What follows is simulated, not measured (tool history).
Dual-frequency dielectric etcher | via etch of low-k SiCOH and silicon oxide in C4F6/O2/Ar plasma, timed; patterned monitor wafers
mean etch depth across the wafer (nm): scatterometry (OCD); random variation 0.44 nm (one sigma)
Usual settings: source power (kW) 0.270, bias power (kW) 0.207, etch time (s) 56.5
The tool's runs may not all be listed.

run,hour,source power (kW),bias power (kW),etch time (s),wafers since the last listed run,hours since the last wet clean,hours since the last source power generator calibration,hours since the last bias power generator calibration,hours since the last upper electrode change,hours since the gauge calibration,"read-back reference wafer on the same gauge, depth_nm",mean etch depth across the wafer (nm)
1,0.0,0.270,0.207,56.5,0,267.5,1167.6,1634.4,1884.9,1118.0,113.1,130.3
2,24.4,0.270,0.207,56.5,357,291.9,1192.0,1658.8,1909.3,1142.4,113.2,130.7
3,131.6,0.270,0.207,56.5,1569,399.1,1299.2,1766.0,2016.5,1249.6,113.0,131.0
4,191.8,0.270,0.207,56.5,881,459.3,1359.4,1826.2,2076.7,1309.8,113.0,130.7
# hour 226.9: wet clean of the chamber
5,227.4,0.270,0.207,56.5,169,0.5,1395.0,1861.8,2112.3,1345.4,113.1,131.7
6,238.9,0.270,0.207,56.5,168,12.0,1406.5,1873.3,2123.8,1356.9,112.9,131.7
7,273.1,0.270,0.207,60.0,500,46.2,1440.7,1907.5,2158.0,1391.1,113.0,138.5
# hour 281.1: gauge calibrated
8,290.0,0.270,0.207,56.5,247,63.1,1457.6,1924.4,2174.9,8.9,113.0,131.4
9,322.3,0.270,0.207,56.5,472,95.4,1489.9,1956.7,2207.2,41.2,112.9,130.2
10,421.6,0.210,0.207,56.5,1453,194.7,1589.2,2056.0,2306.5,140.5,113.0,121.1
11,456.4,0.270,0.207,45.5,509,229.5,1624.0,2090.8,2341.3,175.3,112.9,105.1
# hour 465.6: source power generator calibrated
12,469.0,0.220,0.207,49.0,125,242.1,3.4,2103.4,2353.9,187.9,112.9,106.5
# hour 493.9: bias power generator calibrated
13,494.4,0.220,0.185,48.5,313,267.5,28.8,0.5,2379.3,213.3,113.1,100.7
14,513.1,0.200,0.207,69.0,273,286.2,47.5,19.2,2398.0,232.0,113.1,146.5
15,546.3,0.310,0.183,63.5,486,319.4,80.7,52.4,2431.2,265.2,113.0,146.4
16,560.8,0.310,0.207,48.5,212,333.9,95.2,66.9,2445.7,279.7,113.0,118.1
# hour 600.4: upper electrode replaced
17,600.9,0.340,0.207,43.0,235,374.0,135.3,107.0,0.5,319.8,113.1,107.1
18,603.3,0.320,0.207,47.0,35,376.4,137.7,109.4,2.9,322.2,113.0,114.9
19,621.1,0.310,0.183,63.5,260,394.2,155.5,127.2,20.7,340.0,113.0,146.0
20,652.3,0.310,0.163,49.5,456,425.4,186.7,158.4,51.9,371.2,112.9,109.3
21,678.5,0.270,0.207,56.5,383,451.6,212.9,184.6,78.1,397.4,113.0,130.9
22,714.2,0.330,0.229,49.5,522,487.3,248.6,220.3,113.8,433.1,113.1,127.2
# hour 836.6: wet clean of the chamber
23,837.1,0.290,0.207,73.0,1447,0.5,371.5,343.2,236.7,556.0,113.0,173.0
24,837.7,0.270,0.207,56.5,8,1.1,372.1,343.8,237.3,556.6,113.0,131.0
25,858.4,0.220,0.207,61.5,303,21.8,392.8,364.5,258.0,577.3,113.0,133.8
26,892.0,0.270,0.207,56.5,491,55.4,426.4,398.1,291.6,610.9,113.1,131.2
27,918.6,0.300,0.170,73.0,389,82.0,453.0,424.7,318.2,637.5,113.0,163.1
28,947.4,0.240,0.241,44.5,421,110.8,481.8,453.5,347.0,666.3,113.0,105.6
29,983.4,0.270,0.207,56.5,527,146.8,517.8,489.5,383.0,702.3,113.0,130.7

Forecast each of these 5 alternatives for the next run:
A,983.8,0.270,0.207,56.5,5,147.2,518.2,489.9,383.4,702.7,?,?
B,983.8,0.220,0.207,56.5,5,147.2,518.2,489.9,383.4,702.7,?,?
C,983.8,0.230,0.173,56.5,5,147.2,518.2,489.9,383.4,702.7,?,?
D,983.8,0.310,0.207,71.5,5,147.2,518.2,489.9,383.4,702.7,?,?
E,983.8,0.310,0.207,56.5,5,147.2,518.2,489.9,383.4,702.7,?,?

run,"read-back reference wafer on the same gauge, depth_nm",mean etch depth across the wafer (nm)
A,113.0,130.0
B,113.0,122.0
C,113.0,115.1
D,113.0,171.9
E,113.0,135.8
Without the tool's hidden state the same runs would have given:
run,mean etch depth across the wafer (nm)
A,130.0
B,122.0
C,115.1
D,171.9
E,135.8
